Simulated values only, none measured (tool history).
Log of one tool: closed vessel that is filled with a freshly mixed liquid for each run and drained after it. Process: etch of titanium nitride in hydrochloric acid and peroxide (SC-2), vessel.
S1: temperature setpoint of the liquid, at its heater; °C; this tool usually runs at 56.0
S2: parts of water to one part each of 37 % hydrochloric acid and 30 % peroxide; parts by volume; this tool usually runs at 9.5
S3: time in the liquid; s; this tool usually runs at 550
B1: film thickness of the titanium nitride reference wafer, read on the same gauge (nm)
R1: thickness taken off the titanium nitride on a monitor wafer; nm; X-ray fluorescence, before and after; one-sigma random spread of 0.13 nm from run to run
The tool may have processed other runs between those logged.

Run 1, day 0.000: usual settings; B1 60.01. Result: R1 29.83 nm.
Run 2, day 1.650: usual settings; B1 59.99. Result: R1 29.90 nm.
Run 3, day 3.967: usual settings; B1 60.01. Result: R1 30.06 nm.
Run 4, day 5.429: usual settings; B1 60.01. Result: R1 29.80 nm.
Run 5, day 6.767: usual settings; B1 60.00. Result: R1 29.68 nm.
Run 6, day 9.083: usual settings; B1 60.02. Result: R1 29.77 nm.
Run 7, day 11.688: usual settings; B1 60.05. Result: R1 29.76 nm.
Run 8, day 13.892: usual settings; B1 59.97. Result: R1 29.67 nm.
Run 9, day 16.358: usual settings; B1 60.01. Result: R1 29.95 nm.
At day 18.071: gauge calibrated.
Run 10, day 19.754: usual settings; B1 60.01. Result: R1 29.79 nm.
Run 11, day 22.158: usual settings; B1 60.01. Result: R1 29.49 nm.
Run 12, day 23.529: usual settings; B1 60.01. Result: R1 29.37 nm.
Run 13, day 24.796: usual settings; B1 60.02. Result: R1 29.79 nm.
At day 26.817: new drum of peroxide connected.
At day 27.288: thermometer replaced.
Run 14, day 27.596: usual settings but S1 60.0 °C; B1 60.03. Result: R1 38.94 nm.
Run 15, day 29.812: usual settings; B1 60.03. Result: R1 29.89 nm.
Run 16, day 31.375: usual settings; B1 59.99. Result: R1 30.16 nm.
At day 32.417: chemicals flow meter replaced.
Run 17, day 33.558: usual settings but S1 47.0 °C, S2 5.0 parts by volume; B1 59.97. Result: R1 27.41 nm.
Run 18, day 34.854: usual settings but S1 47.0 °C, S2 12.5 parts by volume; B1 59.99. Result: R1 13.09 nm.
Run 19, day 36.996: usual settings; B1 59.97. Result: R1 29.76 nm.
Run 20, day 38.562: usual settings; B1 59.95. Result: R1 29.95 nm.
Run 21, day 39.908: usual settings but S3 405 s; B1 59.98. Result: R1 22.17 nm.
Run 22, day 41.450: usual settings but S1 48.5 °C, S3 230 s; B1 59.99. Result: R1 7.66 nm.
Run 23, day 43.504: usual settings but S1 65.0 °C, S2 7.0 parts by volume, S3 425 s; B1 60.03. Result: R1 51.88 nm.
Run 24, day 50.325: usual settings but S3 375 s; B1 60.03. Result: R1 20.35 nm.
Run 25, day 51.492: usual settings but S1 65.0 °C, S3 645 s; B1 60.03. Result: R1 61.41 nm.

Table of differences, measured result less the result of that run with no hidden state. Run-to-run variation is the same in both. Gauge scatter possibly is not:
Hidden state present: liquid colder than its thermometer reads (K); chemicals flow above the setpoint (%); peroxide weaker than its label (%); gauge reads high (%).
run     R1
  1  -0.23
  2  -0.25
  3  -0.29
  4  -0.31
  5  -0.33
  6  -0.36
  7  -0.40
  8  -0.43
  9  -0.48
 10  -0.53
 11  -0.56
 12  -0.58
 13  -0.60
 14  -0.02
 15  -0.05
 16  -0.08
 17  -0.09
 18  -0.05
 19  -0.16
 20  -0.18
 21  -0.14
 22  -0.06
 23  -0.42
 24  -0.24
 25  -0.78

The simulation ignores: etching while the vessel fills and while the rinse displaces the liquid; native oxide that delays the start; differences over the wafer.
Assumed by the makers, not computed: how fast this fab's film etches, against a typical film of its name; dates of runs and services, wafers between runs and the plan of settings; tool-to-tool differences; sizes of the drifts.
